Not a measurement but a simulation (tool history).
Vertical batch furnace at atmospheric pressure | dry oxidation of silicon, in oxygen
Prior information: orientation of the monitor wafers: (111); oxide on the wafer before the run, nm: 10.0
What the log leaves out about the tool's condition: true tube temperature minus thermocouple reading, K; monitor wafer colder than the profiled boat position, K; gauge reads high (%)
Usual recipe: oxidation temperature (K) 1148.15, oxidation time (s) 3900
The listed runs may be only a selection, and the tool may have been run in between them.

run	hour	oxidation temperature (K)	oxidation time (s)	wafers since the last listed run	hours since the last temperature calibration	hours since the boat lift was adjusted	hours since the gauge calibration	read-back reference wafer on the same gauge, thickness	oxide thickness on the monitor wafer (Å)
1	0.0	1156.15	3900	0	2810.4	4321.9	431.9	29.41	287.9
2	27.5	1156.15	3900	337	2837.9	4349.4	459.4	29.41	287.8
3	42.3	1156.15	3900	181	2852.7	4364.2	474.2	29.42	287.7
4	70.9	1148.15	3900	350	2881.3	4392.8	502.8	29.39	270.0
5	101.6	1148.15	3900	376	2912.0	4423.5	533.5	29.39	269.4
6	125.6	1148.15	3900	294	2936.0	4447.5	557.5	29.38	269.4
7	141.5	1148.15	3900	194	2951.9	4463.4	573.4	29.40	269.8
8	170.0	1148.15	3900	349	2980.4	4491.9	601.9	29.40	269.5
9	183.1	1148.15	3900	160	2993.5	4505.0	615.0	29.39	269.9
# hour 218.0: gauge calibrated
# hour 288.1: thermocouples replaced and temperature profile calibrated
10	288.6	1148.15	3900	998	0.5	4610.5	70.6	29.40	269.4
11	301.7	1130.15	3900	160	13.6	4623.6	83.7	29.40	233.3
12	326.0	1157.15	5220	297	37.9	4647.9	108.0	29.40	341.8
# hour 366.0: boat lift adjusted
13	366.5	1148.15	3900	202	78.4	0.5	148.5	29.38	269.3
14	379.2	1130.15	5100	155	91.1	13.2	161.2	29.41	269.0
15	399.9	1148.15	3900	253	111.8	33.9	181.9	29.39	270.1
16	447.1	1169.15	3030	578	159.0	81.1	229.1	29.41	278.5
17	466.7	1148.15	3900	240	178.6	100.7	248.7	29.39	268.4
18	491.7	1124.15	2760	306	203.6	125.7	273.7	29.39	190.5
19	512.3	1140.15	5700	252	224.2	146.3	294.3	29.40	309.7
20	538.5	1148.15	3900	321	250.4	172.5	320.5	29.40	269.5
21	572.2	1155.15	2430	412	284.1	206.2	354.2	29.40	223.6
22	604.7	1134.15	2700	398	316.6	238.7	386.7	29.41	202.6
23	637.7	1163.15	3900	404	349.6	271.7	419.7	29.41	304.3
24	671.1	1148.15	1980	409	383.0	305.1	453.1	29.39	194.3

What differs in the tool's unlogged condition from the final listed run ahead of each entry between runs to the first listed run following it?
Runs 9 to 10: gauge calibrated (hour 218.0); thermocouples replaced and temperature profile calibrated (hour 288.1)
  both runs share identical hidden conditions
Runs 12 to 13: boat lift adjusted (hour 366.0)
  both runs share identical hidden conditions
